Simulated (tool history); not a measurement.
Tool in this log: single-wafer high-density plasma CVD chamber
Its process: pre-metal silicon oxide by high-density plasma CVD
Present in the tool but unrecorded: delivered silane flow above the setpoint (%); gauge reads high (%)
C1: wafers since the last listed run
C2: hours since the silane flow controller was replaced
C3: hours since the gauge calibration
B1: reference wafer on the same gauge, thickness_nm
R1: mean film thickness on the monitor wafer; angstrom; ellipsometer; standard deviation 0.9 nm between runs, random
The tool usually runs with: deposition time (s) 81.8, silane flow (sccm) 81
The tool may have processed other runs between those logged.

{"run": 1, "hour": 0.0, "deposition time (s)": 78.5, "silane flow (sccm)": 89, "C1": 0, "C2": 2870.9, "C3": 73.6, "B1": 674.066, "R1": 6115.74}
{"run": 2, "hour": 6.1, "deposition time (s)": 81.8, "silane flow (sccm)": 76, "C1": 60, "C2": 2877, "C3": 79.7, "B1": 673.91, "R1": 5758.82}
{"run": 3, "hour": 14.5, "deposition time (s)": 81.8, "silane flow (sccm)": 76, "C1": 82, "C2": 2885.4, "C3": 88.1, "B1": 673.861, "R1": 5756.17}
{"run": 4, "hour": 32.3, "deposition time (s)": 81.8, "silane flow (sccm)": 81, "C1": 175, "C2": 2903.2, "C3": 105.9, "B1": 673.807, "R1": 5991.74}
{"hour": 34.5, "done": "gauge calibrated"}
{"run": 5, "hour": 39.2, "deposition time (s)": 81.8, "silane flow (sccm)": 86, "C1": 67, "C2": 2910.1, "C3": 4.7, "B1": 673.659, "R1": 6232.06}
{"run": 6, "hour": 46.0, "deposition time (s)": 81.8, "silane flow (sccm)": 86, "C1": 66, "C2": 2916.9, "C3": 11.5, "B1": 673.789, "R1": 6215.14}
{"run": 7, "hour": 54.0, "deposition time (s)": 81.8, "silane flow (sccm)": 81, "C1": 78, "C2": 2924.9, "C3": 19.5, "B1": 674.043, "R1": 5983.24}
{"run": 8, "hour": 66.6, "deposition time (s)": 81.8, "silane flow (sccm)": 81, "C1": 123, "C2": 2937.5, "C3": 32.1, "B1": 674.118, "R1": 5991.92}
{"run": 9, "hour": 72.7, "deposition time (s)": 81.8, "silane flow (sccm)": 81, "C1": 60, "C2": 2943.6, "C3": 38.2, "B1": 673.954, "R1": 5974.27}
{"run": 10, "hour": 79.8, "deposition time (s)": 81.8, "silane flow (sccm)": 81, "C1": 69, "C2": 2950.7, "C3": 45.3, "B1": 674.018, "R1": 5970.26}
{"run": 11, "hour": 95.6, "deposition time (s)": 90.1, "silane flow (sccm)": 95, "C1": 155, "C2": 2966.5, "C3": 61.1, "B1": 673.93, "R1": 7319.4}
{"run": 12, "hour": 104.5, "deposition time (s)": 81.8, "silane flow (sccm)": 81, "C1": 87, "C2": 2975.4, "C3": 70, "B1": 673.853, "R1": 5990.56}
{"run": 13, "hour": 118.1, "deposition time (s)": 66.4, "silane flow (sccm)": 65, "C1": 133, "C2": 2989, "C3": 83.6, "B1": 673.888, "R1": 4250.09}
{"hour": 129.5, "done": "silane flow controller replaced"}
{"run": 14, "hour": 130.0, "deposition time (s)": 81.8, "silane flow (sccm)": 96, "C1": 38, "C2": 0.5, "C3": 95.5, "B1": 674.131, "R1": 6681.24}
{"run": 15, "hour": 147.9, "deposition time (s)": 66.4, "silane flow (sccm)": 65, "C1": 176, "C2": 18.4, "C3": 113.4, "B1": 674.17, "R1": 4251.15}
{"hour": 151.0, "done": "gauge calibrated"}
{"run": 16, "hour": 156.1, "deposition time (s)": 76.6, "silane flow (sccm)": 65, "C1": 80, "C2": 26.6, "C3": 5.1, "B1": 674.142, "R1": 4910.06}
{"run": 17, "hour": 166.1, "deposition time (s)": 81.8, "silane flow (sccm)": 81, "C1": 98, "C2": 36.6, "C3": 15.1, "B1": 674.265, "R1": 5982.19}
{"run": 18, "hour": 176.8, "deposition time (s)": 71, "silane flow (sccm)": 66, "C1": 105, "C2": 47.3, "C3": 25.8, "B1": 673.858, "R1": 4607.23}
{"run": 19, "hour": 184.6, "deposition time (s)": 81.8, "silane flow (sccm)": 74, "C1": 76, "C2": 55.1, "C3": 33.6, "B1": 673.919, "R1": 5675.9}
{"run": 20, "hour": 196.7, "deposition time (s)": 72.4, "silane flow (sccm)": 94, "C1": 119, "C2": 67.2, "C3": 45.7, "B1": 673.959, "R1": 5841.49}

Consider 3 possible next runs. They are alternatives, not a sequence: every one starts from the tool as it was left by run 20. What does each give?
{"run": "A", "hour": 197.1, "deposition time (s)": 81.8, "silane flow (sccm)": 93, "C1": 3, "C2": 67.6, "C3": 46.1, "B1": "?", "R1": "?"}
{"run": "B", "hour": 197.1, "deposition time (s)": 66.6, "silane flow (sccm)": 92, "C1": 3, "C2": 67.6, "C3": 46.1, "B1": "?", "R1": "?"}
{"run": "C", "hour": 197.1, "deposition time (s)": 93.1, "silane flow (sccm)": 74, "C1": 3, "C2": 67.6, "C3": 46.1, "B1": "?", "R1": "?"}

run=A B1=673.901 R1=6555.67
run=B B1=673.901 R1=5299.59
run=C B1=673.901 R1=6454.38
Without the tool's hidden state the same runs would have given:
run=A R1=6555.67
run=B R1=5299.59
run=C R1=6454.38
